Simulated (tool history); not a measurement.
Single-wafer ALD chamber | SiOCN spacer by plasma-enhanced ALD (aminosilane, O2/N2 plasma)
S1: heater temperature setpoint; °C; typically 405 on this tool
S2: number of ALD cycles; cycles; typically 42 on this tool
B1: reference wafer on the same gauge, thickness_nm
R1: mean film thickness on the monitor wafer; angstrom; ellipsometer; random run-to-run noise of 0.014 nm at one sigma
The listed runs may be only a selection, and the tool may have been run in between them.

Run 1, day 0: usual settings; B1 2.501. Result: R1 23.92 angstrom.
Run 2, day 3.183: usual settings; B1 2.504. Result: R1 24.24 angstrom.
Run 3, day 6.104: usual settings; B1 2.507. Result: R1 24.17 angstrom.
Run 4, day 9.908: usual settings but S1 402 °C, S2 37 cycles; B1 2.517. Result: R1 21.52 angstrom.
At day 11.05: thermocouple changed; heater temperature recalibrated.
Run 5, day 12.962: usual settings but S1 402 °C, S2 37 cycles; B1 2.518. Result: R1 21.4 angstrom.
Run 6, day 16.179: usual settings but S1 400 °C; B1 2.513. Result: R1 24.6 angstrom.
Run 7, day 18.042: usual settings but S1 400 °C; B1 2.519. Result: R1 24.63 angstrom.
Run 8, day 19.854: usual settings but S2 44 cycles; B1 2.524. Result: R1 25.32 angstrom.
Run 9, day 23.567: usual settings but S2 44 cycles; B1 2.531. Result: R1 25.41 angstrom.
Run 10, day 26.338: usual settings but S2 44 cycles; B1 2.534. Result: R1 25.62 angstrom.
Run 11, day 38.775: usual settings; B1 2.549. Result: R1 24.61 angstrom.
Run 12, day 41.008: usual settings but S2 35 cycles; B1 2.556. Result: R1 20.39 angstrom.
Run 13, day 44.817: usual settings but S2 35 cycles; B1 2.561. Result: R1 20.47 angstrom.
Run 14, day 48.942: usual settings but S1 415 °C, S2 37 cycles; B1 2.562. Result: R1 21.36 angstrom.
Run 15, day 53.046: usual settings but S1 415 °C, S2 37 cycles; B1 2.576. Result: R1 21.43 angstrom.
Run 16, day 55.554: usual settings but S1 397 °C; B1 2.58. Result: R1 25.06 angstrom.
Run 17, day 59.417: usual settings but S1 394 °C, S2 40 cycles; B1 2.589. Result: R1 24.11 angstrom.
Run 18, day 61.404: usual settings but S1 394 °C, S2 40 cycles; B1 2.592. Result: R1 23.78 angstrom.
At day 61.671: gauge calibrated.
At day 64.304: thermocouple changed; heater temperature recalibrated.
Run 19, day 67.867: usual settings; B1 2.455. Result: R1 23.55 angstrom.
Run 20, day 70.308: usual settings; B1 2.452. Result: R1 23.46 angstrom.
Run 21, day 74.679: usual settings; B1 2.453. Result: R1 23.76 angstrom.
Run 22, day 78.358: usual settings; B1 2.456. Result: R1 23.57 angstrom.
Run 23, day 80.462: usual settings but S1 416 °C, S2 47 cycles; B1 2.457. Result: R1 25.97 angstrom.
Run 24, day 83.367: usual settings but S1 402 °C, S2 37 cycles; B1 2.455. Result: R1 21.09 angstrom.
Run 25, day 86.175: usual settings but S1 420 °C, S2 36 cycles; B1 2.456. Result: R1 19.38 angstrom.

What will run 26 give?
Run 26, day 89.488: usual settings but S1 416 °C, S2 35 cycles; B1 ?. Result: R1 ?.

B1: 2.458
R1: 19.07 angstrom
If the tool had no hidden condition, the same run with the same run-to-run variation would have returned R1 18.94 angstrom.

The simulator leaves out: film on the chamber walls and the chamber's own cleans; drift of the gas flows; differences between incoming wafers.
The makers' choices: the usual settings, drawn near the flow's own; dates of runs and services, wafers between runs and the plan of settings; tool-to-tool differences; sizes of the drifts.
